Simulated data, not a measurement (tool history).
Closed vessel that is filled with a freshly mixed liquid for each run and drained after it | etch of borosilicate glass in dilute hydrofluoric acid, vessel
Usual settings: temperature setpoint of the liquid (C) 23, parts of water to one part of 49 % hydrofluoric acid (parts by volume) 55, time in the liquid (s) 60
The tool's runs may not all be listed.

run   hour  temperature setpoint of the liquid (C)  parts of water to one part of 49 % hydrofluoric acid (parts by volume)  time in the liquid (s)  read-back film thickness of the borosilicate glass reference wafer, read on the same gauge (nm)  thickness taken off the borosilicate glass on a monitor wafer (nm)
  1    0.0                                      23                                                                      55                      60                                                                                            39.99                                                               58.84
  2   48.2                                      23                                                                      55                      60                                                                                            39.99                                                               59.23
  3   89.2                                      23                                                                      55                      60                                                                                            40.00                                                               59.10
  4  120.9                                      23                                                                      55                      60                                                                                            39.99                                                               59.47
  5  169.7                                      23                                                                      55                      60                                                                                            39.98                                                               59.48
  6  216.1                                      23                                                                      55                      60                                                                                            40.01                                                               59.04
  7  264.4                                      23                                                                      55                      60                                                                                            39.99                                                               60.01
  8  335.0                                      23                                                                      55                      60                                                                                            40.01                                                               59.45
  9  402.7                                      23                                                                      35                      60                                                                                            39.98                                                               96.97
 10  460.4                                      23                                                                      55                      60                                                                                            39.99                                                               59.83
 11  674.4                                      23                                                                      55                      60                                                                                            40.00                                                               60.17
 12  704.9                                      23                                                                      55                      60                                                                                            40.00                                                               60.36
 13  770.8                                      20                                                                      80                      60                                                                                            39.99                                                               35.70
 14  849.7                                      23                                                                      55                      80                                                                                            40.03                                                               81.27
     868.8  -- hydrofluoric acid flow meter replaced
     878.0  -- gauge calibrated
 15  908.4                                      23                                                                      75                      70                                                                                            40.00                                                               50.76
 16  957.2                                      21                                                                      40                      60                                                                                            40.01                                                               79.74

Forecast run 17:
 17  988.6                                      26                                                                      65                      90                                                                                                ?                                                                   ?

{"run 17": {"read-back film thickness of the borosilicate glass reference wafer, read on the same gauge (nm)": 39.98, "thickness taken off the borosilicate glass on a monitor wafer (nm)": 85.74}}
Without the tool's hidden state the same run would have given thickness taken off the borosilicate glass on a monitor wafer (nm) 77.03.
